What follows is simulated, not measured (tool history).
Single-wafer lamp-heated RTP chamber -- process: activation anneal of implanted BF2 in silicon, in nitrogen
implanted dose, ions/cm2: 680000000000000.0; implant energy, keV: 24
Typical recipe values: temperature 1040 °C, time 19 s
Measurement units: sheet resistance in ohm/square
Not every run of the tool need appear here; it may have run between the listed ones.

| run | hour | temperature | time | wafers since the last listed run | wafers since the last pyrometer calibration | wafers since the reflector plate was cleaned | hours since the gauge calibration | read-back reference wafer on the same gauge, sheet resistance | sheet resistance |
|---|---|---|---|---|---|---|---|---|---|
| 1 | 0.0 | 1040 | 19 | 0 | 3330 | 6 | 1341.7 | 207.10 | 180.60 |
| 2 | 29.9 | 1040 | 19 | 381 | 3711 | 387 | 1371.6 | 207.08 | 181.12 |
| 3 | 77.2 | 1029 | 26 | 602 | 4314 | 990 | 1418.9 | 207.04 | 180.42 |
| 4 | 104.6 | 1029 | 26 | 349 | 4663 | 1339 | 1446.3 | 207.18 | 181.42 |
| 5 | 149.9 | 1029 | 26 | 577 | 5240 | 1916 | 1491.6 | 206.92 | 180.67 |
|  | 175.9 | pyrometer window cleaned and pyrometer calibrated |
| 6 | 206.1 | 1034 | 19 | 614 | 384 | 2531 | 1547.8 | 207.04 | 185.08 |
| 7 | 269.9 | 1027 | 19 | 813 | 1197 | 3344 | 1611.6 | 206.82 | 185.70 |
| 8 | 307.1 | 1040 | 19 | 474 | 1671 | 3818 | 1648.8 | 207.04 | 181.95 |
| 9 | 362.1 | 1040 | 19 | 700 | 2372 | 4519 | 1703.8 | 207.07 | 181.10 |
| 10 | 412.2 | 1040 | 19 | 638 | 3011 | 5157 | 1753.9 | 207.03 | 181.16 |
| 11 | 457.0 | 1040 | 19 | 570 | 3582 | 5728 | 1798.7 | 206.93 | 180.05 |
| 12 | 523.2 | 1040 | 19 | 843 | 4425 | 6572 | 1864.9 | 206.82 | 179.61 |
| 13 | 569.4 | 1032 | 19 | 588 | 5014 | 7160 | 1911.1 | 207.02 | 182.62 |
| 14 | 623.7 | 1052 | 8 | 691 | 5706 | 7852 | 1965.4 | 207.05 | 184.48 |
|  | 624.4 | gauge calibrated |
|  | 688.1 | pyrometer window cleaned and pyrometer calibrated |
| 15 | 688.6 | 1062 | 25 | 725 | 6 | 8577 | 64.2 | 207.25 | 177.31 |
| 16 | 732.3 | 1057 | 16 | 556 | 563 | 9134 | 107.9 | 206.76 | 181.44 |
| 17 | 797.4 | 1058 | 19 | 829 | 1393 | 9964 | 173.0 | 207.17 | 177.31 |
| 18 | 844.1 | 1052 | 10 | 595 | 1988 | 10559 | 219.7 | 206.97 | 184.43 |
| 19 | 901.3 | 1040 | 19 | 728 | 2717 | 11288 | 276.9 | 207.00 | 181.90 |
| 20 | 932.8 | 1040 | 19 | 401 | 3118 | 11689 | 308.4 | 206.95 | 181.10 |
| 21 | 995.4 | 1060 | 9 | 797 | 3916 | 12487 | 371.0 | 207.24 | 181.40 |
|  | 1035.8 | reflector plate cleaned |
| 22 | 1041.3 | 1070 | 15 | 482 | 4399 | 70 | 416.9 | 207.04 | 176.29 |
| 23 | 1076.4 | 1040 | 19 | 447 | 4846 | 517 | 452.0 | 207.11 | 180.74 |
| 24 | 1101.2 | 1040 | 15 | 316 | 5162 | 833 | 476.8 | 207.05 | 183.86 |
|  | 1160.4 | pyrometer window cleaned and pyrometer calibrated |
| 25 | 1296.4 | 1040 | 19 | 2385 | 1733 | 3219 | 672.0 | 206.96 | 181.51 |
| 26 | 1328.0 | 1023 | 29 | 402 | 2135 | 3622 | 703.6 | 207.19 | 181.98 |
| 27 | 1375.8 | 1068 | 11 | 609 | 2744 | 4231 | 751.4 | 206.95 | 178.80 |
| 28 | 1412.6 | 1026 | 19 | 468 | 3213 | 4700 | 788.2 | 207.14 | 184.39 |
| 29 | 1456.3 | 1055 | 11 | 556 | 3770 | 5257 | 831.9 | 206.96 | 181.44 |
| 30 | 1527.7 | 1040 | 9 | 909 | 4680 | 6166 | 903.3 | 206.95 | 187.01 |
| 31 | 1558.2 | 1062 | 19 | 388 | 5069 | 6555 | 933.8 | 207.24 | 175.17 |
| 32 | 1620.0 | 1030 | 13 | 787 | 5856 | 7343 | 995.6 | 206.92 | 187.43 |
| 33 | 1669.0 | 1040 | 19 | 624 | 6481 | 7967 | 1044.6 | 206.87 | 180.04 |
|  | 1703.7 | pyrometer window cleaned and pyrometer calibrated |
| 34 | 1706.3 | 1053 | 19 | 373 | 33 | 8340 | 1081.9 | 207.11 | 179.43 |
| 35 | 1773.5 | 1026 | 25 | 856 | 889 | 9197 | 1149.1 | 207.19 | 184.63 |
| 36 | 1834.4 | 1040 | 28 | 776 | 1665 | 9973 | 1210.0 | 206.83 | 177.54 |

For some of the steps in sheet resistance from one run to the next: how much would appear even if the tool had no hidden state, given the settings, what came in and random variation, and how much remains for the hidden state plus any gauge scatter that the measured result and the result without hidden state don't share?
Hidden state present: true wafer temperature minus pyrometer reading, K; wafer temperature error from the tarnished reflector plate, K; gauge reads high (%).
Run 5 -> 6: temperature 1029 -> 1034, time 26 -> 19, pyrometer window cleaned and pyrometer calibrated. sheet resistance +4.41 ohm/square: hidden state +2.48, all else +1.93.
Run 14 -> 15: temperature 1052 -> 1062, time 8 -> 25, gauge calibrated, pyrometer window cleaned and pyrometer calibrated. sheet resistance -7.17 ohm/square: hidden state +3.59, all else -10.76.
Run 30 -> 31: temperature 1040 -> 1062, time 9 -> 19. sheet resistance -11.84 ohm/square: hidden state +1.60, all else -13.44.
Run 31 -> 32: temperature 1062 -> 1030, time 19 -> 13. sheet resistance +12.26 ohm/square: hidden state -2.28, all else +14.54.
Run 32 -> 33: temperature 1030 -> 1040, time 13 -> 19. sheet resistance -7.39 ohm/square: hidden state +1.10, all else -8.49.
Run 33 -> 34: temperature 1040 -> 1053, pyrometer window cleaned and pyrometer calibrated. sheet resistance -0.61 ohm/square: hidden state +3.17, all else -3.78.
